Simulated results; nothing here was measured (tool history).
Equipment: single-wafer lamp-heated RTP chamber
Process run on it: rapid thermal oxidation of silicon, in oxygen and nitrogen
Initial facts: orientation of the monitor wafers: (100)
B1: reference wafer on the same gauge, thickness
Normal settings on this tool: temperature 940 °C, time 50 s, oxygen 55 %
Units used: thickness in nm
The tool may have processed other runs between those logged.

Run 1, hour 0.0: usual settings; B1 2.518. Result: thickness 2.993 nm.
Run 2, hour 37.0: usual settings but oxygen 68 %; B1 2.519. Result: thickness 3.164 nm.
Run 3, hour 94.1: usual settings but oxygen 68 %; B1 2.521. Result: thickness 3.166 nm.
Run 4, hour 140.1: usual settings but oxygen 68 %; B1 2.522. Result: thickness 3.169 nm.
Run 5, hour 175.4: usual settings; B1 2.523. Result: thickness 3.011 nm.
Run 6, hour 239.3: usual settings; B1 2.518. Result: thickness 3.012 nm.
Run 7, hour 281.0: usual settings; B1 2.519. Result: thickness 3.015 nm.
At hour 289.6: pyrometer window cleaned and pyrometer calibrated.
Run 8, hour 344.4: usual settings; B1 2.521. Result: thickness 2.980 nm.
Run 9, hour 376.5: usual settings but time 56 s; B1 2.523. Result: thickness 3.077 nm.
Run 10, hour 437.9: usual settings but time 56 s; B1 2.518. Result: thickness 3.097 nm.
Run 11, hour 469.3: usual settings but time 56 s; B1 2.522. Result: thickness 3.114 nm.
At hour 498.3: oxygen flow controller replaced.
Run 12, hour 517.5: usual settings but temperature 932 °C; B1 2.520. Result: thickness 2.878 nm.
Run 13, hour 553.0: usual settings but temperature 926 °C; B1 2.520. Result: thickness 2.811 nm.
Run 14, hour 579.8: usual settings but temperature 926 °C; B1 2.517. Result: thickness 2.797 nm.
Run 15, hour 633.1: usual settings but temperature 963 °C; B1 2.520. Result: thickness 3.433 nm.
Run 16, hour 689.1: usual settings but temperature 950 °C, time 74 s, oxygen 69 %; B1 2.520. Result: thickness 3.933 nm.
At hour 747.6: pyrometer window cleaned and pyrometer calibrated.
Run 17, hour 748.1: usual settings but temperature 950 °C, time 64 s; B1 2.520. Result: thickness 3.397 nm.
Run 18, hour 773.2: usual settings; B1 2.520. Result: thickness 2.967 nm.
Run 19, hour 818.3: usual settings but time 65 s; B1 2.518. Result: thickness 3.241 nm.
Run 20, hour 882.4: usual settings; B1 2.521. Result: thickness 2.977 nm.
Run 21, hour 928.0: usual settings but oxygen 72 %; B1 2.517. Result: thickness 3.195 nm.
Run 22, hour 985.7: usual settings but temperature 970 °C; B1 2.519. Result: thickness 3.583 nm.
At hour 1010.7: gauge calibrated.
Run 23, hour 1040.2: usual settings but temperature 932 °C, oxygen 38 %; B1 2.519. Result: thickness 2.701 nm.
Run 24, hour 1102.0: usual settings; B1 2.521. Result: thickness 3.005 nm.
Run 25, hour 1156.4: usual settings but temperature 952 °C; B1 2.521. Result: thickness 3.215 nm.
Run 26, hour 1211.9: usual settings but oxygen 45 %; B1 2.520. Result: thickness 2.894 nm.
Run 27, hour 1279.6: usual settings; B1 2.519. Result: thickness 3.015 nm.
At hour 1309.6: pyrometer window cleaned and pyrometer calibrated.
Run 28, hour 1311.6: usual settings but oxygen 71 %; B1 2.519. Result: thickness 3.122 nm.
Run 29, hour 1356.3: usual settings; B1 2.519. Result: thickness 2.969 nm.
Run 30, hour 1397.2: usual settings but temperature 960 °C, time 39 s, oxygen 40 %; B1 2.522. Result: thickness 2.855 nm.
Run 31, hour 1432.4: usual settings but time 31 s, oxygen 25 %; B1 2.519. Result: thickness 2.346 nm.
Run 32, hour 1502.3: usual settings but temperature 929 °C; B1 2.520. Result: thickness 2.827 nm.
Run 33, hour 1554.4: usual settings; B1 2.519. Result: thickness 3.013 nm.
Run 34, hour 1624.7: usual settings but temperature 931 °C, time 33 s, oxygen 29 %; B1 2.522. Result: thickness 2.365 nm.
Run 35, hour 1750.3: usual settings but temperature 967 °C, oxygen 63 %; B1 2.520. Result: thickness 3.656 nm.
At hour 1778.5: pyrometer window cleaned and pyrometer calibrated.
Run 36, hour 1791.8: usual settings; B1 2.521. Result: thickness 2.968 nm.
Run 37, hour 1842.2: usual settings but temperature 926 °C, oxygen 25 %; B1 2.518. Result: thickness 2.452 nm.
Run 38, hour 1884.0: usual settings; B1 2.519. Result: thickness 2.992 nm.

For each run, the measured value with the value that run would have given without the tool's hidden condition subtracted. The run-to-run variation is shared by both, the gauge scatter possibly not:
What the log doesn't record here: true wafer temperature minus pyrometer reading, K; deviation of the oxygen flow from its setpoint, %; gauge reads high (%).
run  thickness
  1     +0.046
  2     +0.057
  3     +0.060
  4     +0.062
  5     +0.055
  6     +0.057
  7     +0.057
  8     +0.025
  9     +0.036
 10     +0.047
 11     +0.052
 12     +0.048
 13     +0.047
 14     +0.048
 15     +0.080
 16     +0.107
 17     +0.000
 18     +0.009
 19     +0.025
 20     +0.033
 21     +0.047
 22     +0.065
 23     +0.034
 24     +0.053
 25     +0.064
 26     +0.050
 27     +0.058
 28     +0.005
 29     +0.018
 30     +0.025
 31     +0.014
 32     +0.038
 33     +0.050
 34     +0.022
 35     +0.089
 36     +0.008
 37     +0.011
 38     +0.032
